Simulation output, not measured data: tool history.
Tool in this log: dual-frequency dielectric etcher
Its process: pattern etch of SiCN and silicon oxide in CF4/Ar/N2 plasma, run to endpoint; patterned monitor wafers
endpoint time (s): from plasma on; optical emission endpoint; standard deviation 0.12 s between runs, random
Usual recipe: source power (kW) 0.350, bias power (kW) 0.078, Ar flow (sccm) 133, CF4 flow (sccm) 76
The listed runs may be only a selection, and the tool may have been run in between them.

run,hour,source power (kW),bias power (kW),Ar flow (sccm),CF4 flow (sccm),wafers since the last listed run,hours since the last wet clean,hours since the last source power generator calibration,hours since the last bias power generator calibration,hours since the last Ar flow controller change,hours since the last CF4 flow controller change,hours since the last upper electrode change,"incoming incoming film thickness, nm",endpoint time (s)
1,0.0,0.350,0.071,133,76,0,168.9,1882.9,1175.9,231.5,3076.8,1589.8,12.66,19.8
# hour 25.3: CF4 flow controller replaced
2,46.4,0.350,0.071,133,76,843,215.3,1929.3,1222.3,277.9,21.1,1636.2,12.86,19.8
3,101.7,0.350,0.078,133,76,1154,270.6,1984.6,1277.6,333.2,76.4,1691.5,12.71,19.4
4,135.5,0.350,0.078,133,76,705,304.4,2018.4,1311.4,367.0,110.2,1725.3,12.53,18.8
5,160.7,0.350,0.078,133,76,525,329.6,2043.6,1336.6,392.2,135.4,1750.5,12.76,19.4
6,235.0,0.400,0.078,133,76,1550,403.9,2117.9,1410.9,466.5,209.7,1824.8,12.82,17.1
# hour 268.3: bias power generator calibrated
# hour 299.8: wet clean of the chamber
7,303.4,0.350,0.078,133,66,843,3.6,2186.3,35.1,534.9,278.1,1893.2,12.59,19.1
# hour 314.2: source power generator calibrated
8,337.5,0.390,0.078,112,76,628,37.7,23.3,69.2,569.0,312.2,1927.3,12.65,16.8
9,393.0,0.300,0.078,133,76,1158,93.2,78.8,124.7,624.5,367.7,1982.8,12.74,22.4
10,452.7,0.350,0.078,133,59,1246,152.9,138.5,184.4,684.2,427.4,2042.5,12.71,19.6
# hour 513.7: upper electrode replaced
11,514.2,0.350,0.078,133,76,782,214.4,200.0,245.9,745.7,488.9,0.5,12.89,19.4
12,546.9,0.290,0.086,156,88,682,247.1,232.7,278.6,778.4,521.6,33.2,12.57,22.4
13,613.9,0.380,0.078,133,76,1398,314.1,299.7,345.6,845.4,588.6,100.2,12.79,18.0
14,661.8,0.310,0.091,109,94,999,362.0,347.6,393.5,893.3,636.5,148.1,12.67,19.5
15,704.3,0.350,0.078,133,76,887,404.5,390.1,436.0,935.8,679.0,190.6,12.73,19.1
16,750.6,0.320,0.078,148,76,966,450.8,436.4,482.3,982.1,725.3,236.9,12.60,21.2
# hour 800.3: wet clean of the chamber
17,800.8,0.350,0.091,133,76,546,0.5,486.6,532.5,1032.3,775.5,287.1,12.71,18.3
18,854.9,0.350,0.078,133,76,1129,54.6,540.7,586.6,1086.4,829.6,341.2,12.62,19.0
19,885.2,0.350,0.078,133,58,632,84.9,571.0,616.9,1116.7,859.9,371.5,12.63,19.8
20,913.0,0.350,0.078,133,76,580,112.7,598.8,644.7,1144.5,887.7,399.3,12.83,19.3
21,939.4,0.350,0.078,133,76,551,139.1,625.2,671.1,1170.9,914.1,425.7,12.66,19.1
22,975.2,0.270,0.063,164,70,747,174.9,661.0,706.9,1206.7,949.9,461.5,12.67,27.0
23,1004.0,0.390,0.067,101,76,601,203.7,689.8,735.7,1235.5,978.7,490.3,12.68,17.2
24,1040.1,0.440,0.064,141,57,753,239.8,725.9,771.8,1271.6,1014.8,526.4,12.78,17.0
25,1074.2,0.350,0.064,133,61,711,273.9,760.0,805.9,1305.7,1048.9,560.5,12.65,20.3

Here are 3 independent what-if runs from the current tool condition. What would each one return?
A,1074.6,0.290,0.078,133,76,8,274.3,760.4,806.3,1306.1,1049.3,560.9,12.83,?
B,1074.6,0.430,0.078,133,76,8,274.3,760.4,806.3,1306.1,1049.3,560.9,12.83,?
C,1074.6,0.350,0.078,106,76,8,274.3,760.4,806.3,1306.1,1049.3,560.9,12.83,?

run,endpoint time (s)
A,23.2
B,15.9
C,18.7
Without the tool's unlogged condition, the same runs would have read:
run,endpoint time (s)
A,23.2
B,15.9
C,18.7
